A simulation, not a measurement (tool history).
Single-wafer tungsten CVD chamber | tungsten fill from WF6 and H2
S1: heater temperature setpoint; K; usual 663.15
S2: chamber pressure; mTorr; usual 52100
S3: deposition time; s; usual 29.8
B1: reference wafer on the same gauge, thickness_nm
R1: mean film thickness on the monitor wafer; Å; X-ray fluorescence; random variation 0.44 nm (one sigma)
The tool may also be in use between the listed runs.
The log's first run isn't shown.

| run | hour | S1 | S2 | S3 | B1 | R1 |
|---|---|---|---|---|---|---|
|  | 25.6 | gauge calibrated |
| 2 | 29 | 663.15 | 52100 | 34.5 | 79.457 | 997.57 |
| 3 | 42.9 | 663.15 | 52100 | 34.5 | 79.454 | 1000.83 |
| 4 | 58.6 | 669.15 | 52100 | 29.8 | 79.501 | 964.4 |
| 5 | 77.6 | 669.15 | 52100 | 29.8 | 79.475 | 968.43 |
| 6 | 111.4 | 669.15 | 52100 | 29.8 | 79.501 | 968.94 |
| 7 | 135.7 | 663.15 | 47500 | 29.8 | 79.469 | 807.53 |
| 8 | 149.6 | 663.15 | 47500 | 29.8 | 79.55 | 804.28 |
| 9 | 184.7 | 663.15 | 47500 | 29.8 | 79.47 | 796.96 |
| 10 | 201.4 | 663.15 | 52100 | 29.8 | 79.427 | 868.68 |
|  | 231.6 | capacitance manometer re-zeroed and calibrated |
| 11 | 232.1 | 663.15 | 52100 | 29.8 | 79.466 | 868.63 |
| 12 | 247.9 | 663.15 | 52100 | 29.8 | 79.478 | 865.41 |
| 13 | 271.4 | 663.15 | 45000 | 29.8 | 79.506 | 770.22 |
|  | 304.1 | showerhead replaced |
| 14 | 304.6 | 663.15 | 45000 | 29.8 | 79.509 | 771.03 |
| 15 | 317.6 | 663.15 | 56000 | 25.6 | 79.487 | 781.36 |
| 16 | 332.8 | 677.15 | 52100 | 29.8 | 79.522 | 1109.73 |
| 17 | 347.8 | 673.15 | 52100 | 29.8 | 79.546 | 1031.04 |
| 18 | 374.8 | 663.15 | 52100 | 29.8 | 79.519 | 870.23 |
| 19 | 405.7 | 673.15 | 62100 | 27.7 | 79.422 | 1080.89 |

The next listed run, before its measurement:
| 20 | 434.4 | 663.15 | 52100 | 29.8 | ? | ? |

Run 20 gave B1 79.553, R1 863.24 Å.
Without the tool's hidden state the same run would have given R1 938.42 Å.

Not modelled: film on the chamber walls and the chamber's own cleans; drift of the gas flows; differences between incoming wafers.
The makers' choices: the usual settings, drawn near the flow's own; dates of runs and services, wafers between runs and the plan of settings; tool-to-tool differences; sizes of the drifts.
